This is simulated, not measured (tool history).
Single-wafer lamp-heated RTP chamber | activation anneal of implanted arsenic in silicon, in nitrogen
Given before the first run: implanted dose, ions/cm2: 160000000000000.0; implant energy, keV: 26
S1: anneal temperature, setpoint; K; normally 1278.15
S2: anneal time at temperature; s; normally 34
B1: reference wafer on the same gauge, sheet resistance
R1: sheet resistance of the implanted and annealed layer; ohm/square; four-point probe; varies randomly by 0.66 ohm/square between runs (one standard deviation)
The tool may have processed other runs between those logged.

| run | hour | S1 | S2 | B1 | R1 |
|---|---|---|---|---|---|
| 1 | 0.0 | 1278.15 | 34 | 491.46 | 440.94 |
|  | 60.1 | pyrometer window cleaned and pyrometer calibrated |
| 2 | 107.7 | 1278.15 | 34 | 490.65 | 439.05 |
| 3 | 131.6 | 1278.15 | 34 | 490.51 | 438.51 |
| 4 | 164.9 | 1278.15 | 34 | 490.19 | 439.40 |
| 5 | 186.3 | 1278.15 | 34 | 489.88 | 439.52 |
| 6 | 221.1 | 1278.15 | 34 | 489.53 | 438.15 |
| 7 | 254.1 | 1278.15 | 21 | 489.35 | 441.24 |
|  | 268.5 | gauge calibrated |
| 8 | 280.5 | 1278.15 | 21 | 493.59 | 443.89 |
| 9 | 315.5 | 1278.15 | 21 | 493.28 | 444.13 |
| 10 | 342.7 | 1278.15 | 34 | 493.52 | 442.85 |
| 11 | 355.1 | 1269.15 | 25 | 493.12 | 443.83 |
| 12 | 373.3 | 1269.15 | 25 | 493.20 | 444.85 |
| 13 | 404.4 | 1278.15 | 34 | 493.25 | 441.51 |
| 14 | 424.2 | 1278.15 | 42 | 493.26 | 441.67 |
| 15 | 455.8 | 1249.15 | 23 | 493.13 | 444.38 |
|  | 465.3 | pyrometer window cleaned and pyrometer calibrated |
| 16 | 490.0 | 1253.15 | 44 | 493.28 | 442.82 |
| 17 | 517.5 | 1251.15 | 20 | 493.06 | 445.76 |
| 18 | 541.9 | 1300.15 | 18 | 492.98 | 442.71 |
|  | 594.1 | reflector plate cleaned |
| 19 | 624.3 | 1294.15 | 41 | 492.56 | 438.88 |
| 20 | 647.3 | 1290.15 | 34 | 492.56 | 440.63 |
| 21 | 664.5 | 1278.15 | 21 | 492.38 | 443.55 |
| 22 | 699.6 | 1257.15 | 27 | 492.21 | 444.92 |
| 23 | 722.1 | 1263.15 | 48 | 492.33 | 441.63 |
| 24 | 742.8 | 1256.15 | 34 | 492.19 | 442.40 |
| 25 | 755.4 | 1278.15 | 34 | 492.07 | 440.37 |
| 26 | 789.7 | 1264.15 | 49 | 491.80 | 441.30 |
| 27 | 823.7 | 1278.15 | 34 | 491.63 | 441.29 |

Below are 3 alternative next runs, each starting from the tool's condition after run 27. Predict each:
| A | 824.1 | 1278.15 | 15 | ? | ? |
| B | 824.1 | 1262.15 | 34 | ? | ? |
| C | 824.1 | 1304.15 | 34 | ? | ? |

| run | B1 | R1 |
|---|---|---|
| A | 491.41 | 444.11 |
| B | 491.41 | 442.39 |
| C | 491.41 | 437.97 |
Had the tool no hidden state, the same runs would have come out as:
| run | R1 |
|---|---|
| A | 446.28 |
| B | 444.56 |
| C | 440.12 |
